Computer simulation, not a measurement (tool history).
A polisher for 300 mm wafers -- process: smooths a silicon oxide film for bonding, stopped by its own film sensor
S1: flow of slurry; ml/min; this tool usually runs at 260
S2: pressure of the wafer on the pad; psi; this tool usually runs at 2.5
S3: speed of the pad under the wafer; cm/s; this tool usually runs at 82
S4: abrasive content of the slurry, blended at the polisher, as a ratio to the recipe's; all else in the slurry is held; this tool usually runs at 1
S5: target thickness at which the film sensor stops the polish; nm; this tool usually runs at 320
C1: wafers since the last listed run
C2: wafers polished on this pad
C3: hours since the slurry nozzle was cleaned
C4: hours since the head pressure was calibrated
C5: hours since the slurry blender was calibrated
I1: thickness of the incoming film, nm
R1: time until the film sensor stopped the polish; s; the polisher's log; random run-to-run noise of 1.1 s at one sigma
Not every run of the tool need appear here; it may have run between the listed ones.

Run 1, hour 0.0: usual settings but S2 2.2 psi, S5 326 nm; C1 0; C2 229; C3 345.4; C4 299.5; C5 270.4; I1 392.0. Result: R1 105.6 s.
At hour 37.9: slurry blender recalibrated.
At hour 44.2: slurry nozzle cleaned.
Run 2, hour 44.7: usual settings but S3 74 cm/s; C1 358; C2 587; C3 0.5; C4 344.2; C5 6.8; I1 385.9. Result: R1 100.7 s.
Run 3, hour 68.7: usual settings but S3 74 cm/s; C1 206; C2 794; C3 24.5; C4 368.2; C5 30.8; I1 390.8. Result: R1 110.3 s.
Run 4, hour 114.4: usual settings; C1 392; C2 1186; C3 70.2; C4 413.9; C5 76.5; I1 386.6. Result: R1 94.5 s.
At hour 130.4: worn pad replaced by a new one.
Run 5, hour 142.2: usual settings; C1 204; C2 101; C3 98.0; C4 441.7; C5 104.3; I1 391.6. Result: R1 97.5 s.
Run 6, hour 167.0: usual settings; C1 213; C2 314; C3 122.8; C4 466.5; C5 129.1; I1 392.7. Result: R1 100.9 s.
At hour 232.2: head pressure recalibrated.
At hour 261.9: worn pad replaced by a new one.
Run 7, hour 303.2: usual settings; C1 1118; C2 354; C3 259.0; C4 71.0; C5 265.3; I1 391.4. Result: R1 105.0 s.
Run 8, hour 336.2: usual settings but S1 210 ml/min; C1 283; C2 638; C3 292.0; C4 104.0; C5 298.3; I1 389.2. Result: R1 103.3 s.
At hour 394.9: slurry blender recalibrated.
Run 9, hour 406.0: usual settings but S3 72 cm/s, S5 302 nm; C1 582; C2 1220; C3 361.8; C4 173.8; C5 11.1; I1 391.0. Result: R1 145.9 s.

Run 10 has not been measured yet. What should we expect?
At hour 414.9: worn pad replaced by a new one.
At hour 455.2: slurry nozzle cleaned.
Run 10, hour 455.7: usual settings but S3 72 cm/s; C1 384; C2 341; C3 0.5; C4 223.5; C5 60.8; I1 387.0. Result: R1 ?.

R1: 107.5 s
Without the tool's hidden state the same run would have given R1 103.5 s.

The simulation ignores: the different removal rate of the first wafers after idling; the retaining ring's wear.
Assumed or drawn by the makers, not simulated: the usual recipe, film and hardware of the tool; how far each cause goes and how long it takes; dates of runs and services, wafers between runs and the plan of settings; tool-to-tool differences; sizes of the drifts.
